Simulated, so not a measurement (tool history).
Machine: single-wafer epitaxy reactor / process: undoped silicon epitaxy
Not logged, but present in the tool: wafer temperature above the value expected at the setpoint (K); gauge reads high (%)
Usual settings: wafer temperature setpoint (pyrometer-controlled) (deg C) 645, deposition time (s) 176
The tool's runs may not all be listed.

| run | hour | wafer temperature setpoint (pyrometer-controlled) (deg C) | deposition time (s) | wafers since the last listed run | hours since the last pyrometer calibration | hours since the gauge calibration | read-back reference wafer on the same gauge, thickness_nm | mean film thickness on the monitor wafer (angstrom) |
|---|---|---|---|---|---|---|---|---|
| 1 | 0.0 | 634 | 163 | 0 | 2167.2 | 326.0 | 23.971 | 189.01 |
| 2 | 35.7 | 634 | 163 | 264 | 2202.9 | 361.7 | 24.002 | 189.90 |
| 3 | 52.4 | 634 | 163 | 123 | 2219.6 | 378.4 | 24.000 | 189.01 |
| 4 | 78.8 | 652 | 176 | 195 | 2246.0 | 404.8 | 24.051 | 288.34 |
| 5 | 104.7 | 652 | 176 | 191 | 2271.9 | 430.7 | 24.012 | 288.57 |
| 6 | 120.3 | 652 | 176 | 115 | 2287.5 | 446.3 | 24.027 | 287.70 |
| 7 | 132.7 | 645 | 163 | 91 | 2299.9 | 458.7 | 24.019 | 232.80 |
| 8 | 145.3 | 645 | 163 | 93 | 2312.5 | 471.3 | 23.998 | 234.05 |
| 9 | 172.1 | 645 | 163 | 198 | 2339.3 | 498.1 | 24.051 | 232.69 |
| 10 | 191.5 | 648 | 176 | 143 | 2358.7 | 517.5 | 24.033 | 267.79 |
| 11 | 223.5 | 648 | 176 | 236 | 2390.7 | 549.5 | 23.976 | 268.26 |
|  | 230.4 | gauge calibrated |
| 12 | 237.8 | 645 | 176 | 105 | 2405.0 | 7.4 | 24.025 | 251.49 |
| 13 | 268.8 | 652 | 168 | 229 | 2436.0 | 38.4 | 24.019 | 275.38 |
| 14 | 281.7 | 652 | 168 | 95 | 2448.9 | 51.3 | 23.991 | 276.41 |
| 15 | 313.3 | 652 | 168 | 233 | 2480.5 | 82.9 | 24.012 | 273.02 |
| 16 | 328.9 | 656 | 176 | 115 | 2496.1 | 98.5 | 24.003 | 311.05 |
| 17 | 356.7 | 645 | 176 | 205 | 2523.9 | 126.3 | 24.037 | 253.20 |
| 18 | 376.9 | 650 | 176 | 149 | 2544.1 | 146.5 | 24.018 | 279.09 |
| 19 | 397.5 | 650 | 176 | 152 | 2564.7 | 167.1 | 23.980 | 276.98 |
| 20 | 412.4 | 645 | 176 | 110 | 2579.6 | 182.0 | 23.999 | 251.93 |
| 21 | 445.6 | 645 | 176 | 245 | 2612.8 | 215.2 | 23.997 | 251.62 |
| 22 | 551.6 | 652 | 203 | 784 | 2718.8 | 321.2 | 24.016 | 331.89 |
| 23 | 581.3 | 645 | 176 | 219 | 2748.5 | 350.9 | 24.000 | 251.07 |
| 24 | 604.9 | 645 | 176 | 174 | 2772.1 | 374.5 | 24.012 | 251.09 |
| 25 | 632.2 | 639 | 185 | 201 | 2799.4 | 401.8 | 23.995 | 238.13 |
| 26 | 648.0 | 645 | 176 | 116 | 2815.2 | 417.6 | 24.027 | 251.95 |
| 27 | 717.4 | 657 | 142 | 513 | 2884.6 | 487.0 | 24.032 | 256.32 |
|  | 736.0 | gauge calibrated |
| 28 | 743.7 | 655 | 162 | 194 | 2910.9 | 7.7 | 23.988 | 283.61 |
| 29 | 765.9 | 650 | 164 | 164 | 2933.1 | 29.9 | 23.984 | 256.58 |
| 30 | 780.1 | 650 | 159 | 105 | 2947.3 | 44.1 | 24.002 | 249.87 |
| 31 | 798.0 | 636 | 205 | 132 | 2965.2 | 62.0 | 24.017 | 245.95 |
| 32 | 827.5 | 645 | 197 | 218 | 2994.7 | 91.5 | 23.963 | 283.57 |
| 33 | 844.2 | 659 | 176 | 123 | 3011.4 | 108.2 | 23.986 | 330.28 |
|  | 863.0 | pyrometer calibrated |
| 34 | 868.2 | 634 | 156 | 118 | 5.2 | 132.2 | 24.016 | 189.09 |
| 35 | 882.1 | 635 | 195 | 102 | 19.1 | 146.1 | 23.982 | 237.24 |
| 36 | 905.9 | 631 | 191 | 176 | 42.9 | 169.9 | 23.999 | 214.50 |
| 37 | 937.8 | 640 | 176 | 236 | 74.8 | 201.8 | 24.027 | 237.27 |
| 38 | 969.0 | 645 | 150 | 230 | 106.0 | 233.0 | 23.989 | 222.37 |
| 39 | 1000.9 | 645 | 176 | 236 | 137.9 | 264.9 | 23.995 | 262.07 |
| 40 | 1033.0 | 657 | 195 | 237 | 170.0 | 297.0 | 24.014 | 364.27 |
| 41 | 1046.3 | 645 | 141 | 98 | 183.3 | 310.3 | 24.016 | 207.99 |
| 42 | 1081.8 | 645 | 176 | 262 | 218.8 | 345.8 | 23.988 | 258.41 |
| 43 | 1095.7 | 645 | 176 | 102 | 232.7 | 359.7 | 23.999 | 259.87 |

Consider 4 possible next runs. They are alternatives, not a sequence: every one starts from the tool as it was left by run 43. What does each give?
| A | 1096.1 | 645 | 176 | 2 | 233.1 | 360.1 | ? | ? |
| B | 1096.1 | 645 | 164 | 2 | 233.1 | 360.1 | ? | ? |
| C | 1096.1 | 630 | 194 | 2 | 233.1 | 360.1 | ? | ? |
| D | 1096.1 | 634 | 176 | 2 | 233.1 | 360.1 | ? | ? |

| run | read-back reference wafer on the same gauge, thickness_nm | mean film thickness on the monitor wafer (angstrom) |
|---|---|---|
| A | 23.958 | 258.59 |
| B | 23.958 | 240.96 |
| C | 23.958 | 212.13 |
| D | 23.958 | 208.40 |
The same runs, with their run-to-run variation unchanged, on a tool lacking any hidden condition would have given:
| run | mean film thickness on the monitor wafer (angstrom) |
|---|---|
| A | 262.26 |
| B | 244.38 |
| C | 215.24 |
| D | 211.42 |
